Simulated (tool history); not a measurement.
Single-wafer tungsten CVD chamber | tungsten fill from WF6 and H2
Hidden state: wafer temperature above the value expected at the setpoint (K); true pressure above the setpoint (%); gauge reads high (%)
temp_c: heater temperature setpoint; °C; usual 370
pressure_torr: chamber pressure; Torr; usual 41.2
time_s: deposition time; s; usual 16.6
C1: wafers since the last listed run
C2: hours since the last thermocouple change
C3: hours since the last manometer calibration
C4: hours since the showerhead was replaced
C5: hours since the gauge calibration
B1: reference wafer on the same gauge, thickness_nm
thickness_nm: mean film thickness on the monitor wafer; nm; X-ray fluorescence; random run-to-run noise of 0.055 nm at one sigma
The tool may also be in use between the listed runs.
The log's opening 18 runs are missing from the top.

run 19 hour=257.4 | temp_c=376 pressure_torr=36.9 time_s=14.1 | C1=721 C2=103.5 C3=164.4 C4=78.1 C5=161.7 | B1=27.997 | thickness_nm=30.009
run 20 hour=271 | temp_c=383 pressure_torr=33.9 time_s=13.7 | C1=458 C2=117.1 C3=178 C4=91.7 C5=175.3 | B1=27.992 | thickness_nm=33.095
run 21 hour=287.8 | temp_c=379 pressure_torr=45.4 time_s=16.6 | C1=566 C2=133.9 C3=194.8 C4=108.5 C5=192.1 | B1=27.995 | thickness_nm=40.986
run 22 hour=294.4 | temp_c=370 pressure_torr=31.3 time_s=16.6 | C1=222 C2=140.5 C3=201.4 C4=115.1 C5=198.7 | B1=27.992 | thickness_nm=28.828
run 23 hour=309.2 | temp_c=359 pressure_torr=34.5 time_s=17.6 | C1=499 C2=155.3 C3=216.2 C4=129.9 C5=213.5 | B1=27.983 | thickness_nm=24.147
run 24 hour=320.4 | temp_c=378 pressure_torr=35.3 time_s=14.4 | C1=377 C2=166.5 C3=227.4 C4=141.1 C5=224.7 | B1=28.007 | thickness_nm=31.655
run 25 hour=332.6 | temp_c=370 pressure_torr=41.2 time_s=16.6 | C1=411 C2=178.7 C3=239.6 C4=153.3 C5=236.9 | B1=28.011 | thickness_nm=32.079
run 26 hour=367.2 | temp_c=360 pressure_torr=41.2 time_s=13.6 | C1=1166 C2=213.3 C3=274.2 C4=187.9 C5=271.5 | B1=27.995 | thickness_nm=20.644
run 27 hour=373.3 | temp_c=359 pressure_torr=49.6 time_s=14.4 | C1=205 C2=219.4 C3=280.3 C4=194 C5=277.6 | B1=27.99 | thickness_nm=22.845
run 28 hour=383.7 | temp_c=374 pressure_torr=41.2 time_s=18.6 | C1=350 C2=229.8 C3=290.7 C4=204.4 C5=288 | B1=27.994 | thickness_nm=39.701
run 29 hour=398.4 | temp_c=363 pressure_torr=41.2 time_s=15.1 | C1=495 C2=244.5 C3=305.4 C4=219.1 C5=302.7 | B1=28 | thickness_nm=24.71
run 30 hour=436 | temp_c=370 pressure_torr=48.7 time_s=16.6 | C1=1267 C2=282.1 C3=343 C4=256.7 C5=340.3 | B1=28.011 | thickness_nm=34.537
run 31 hour=486.3 | temp_c=370 pressure_torr=50.9 time_s=16.6 | C1=1696 C2=332.4 C3=393.3 C4=307 C5=390.6 | B1=27.999 | thickness_nm=35.09
run 32 hour=502 | temp_c=370 pressure_torr=41.2 time_s=16.6 | C1=529 C2=348.1 C3=409 C4=322.7 C5=406.3 | B1=27.987 | thickness_nm=32.257
run 33 hour=510 | temp_c=370 pressure_torr=41.2 time_s=16.6 | C1=269 C2=356.1 C3=417 C4=330.7 C5=414.3 | B1=28.012 | thickness_nm=32.392
run 34 hour=521.4 | temp_c=382 pressure_torr=37.7 time_s=16.6 | C1=384 C2=367.5 C3=428.4 C4=342.1 C5=425.7 | B1=27.997 | thickness_nm=41.447

What if the next run were any one of these 4? Each begins from the tool's condition after run 34:
run A hour=521.8 | temp_c=370 pressure_torr=41.2 time_s=16.6 | C1=13 C2=367.9 C3=428.8 C4=342.5 C5=426.1 | B1=? | thickness_nm=?
run B hour=521.8 | temp_c=375 pressure_torr=41.2 time_s=14.7 | C1=13 C2=367.9 C3=428.8 C4=342.5 C5=426.1 | B1=? | thickness_nm=?
run C hour=521.8 | temp_c=374 pressure_torr=44.7 time_s=18.6 | C1=13 C2=367.9 C3=428.8 C4=342.5 C5=426.1 | B1=? | thickness_nm=?
run D hour=521.8 | temp_c=358 pressure_torr=41.2 time_s=16.6 | C1=13 C2=367.9 C3=428.8 C4=342.5 C5=426.1 | B1=? | thickness_nm=?

run=A B1=28.007 thickness_nm=32.437
run=B B1=28.007 thickness_nm=32.317
run=C B1=28.007 thickness_nm=41.274
run=D B1=28.007 thickness_nm=24.119
Without the tool's hidden state the same runs would have given:
run=A thickness_nm=31.474
run=B thickness_nm=31.374
run=C thickness_nm=40.066
run=D thickness_nm=23.365
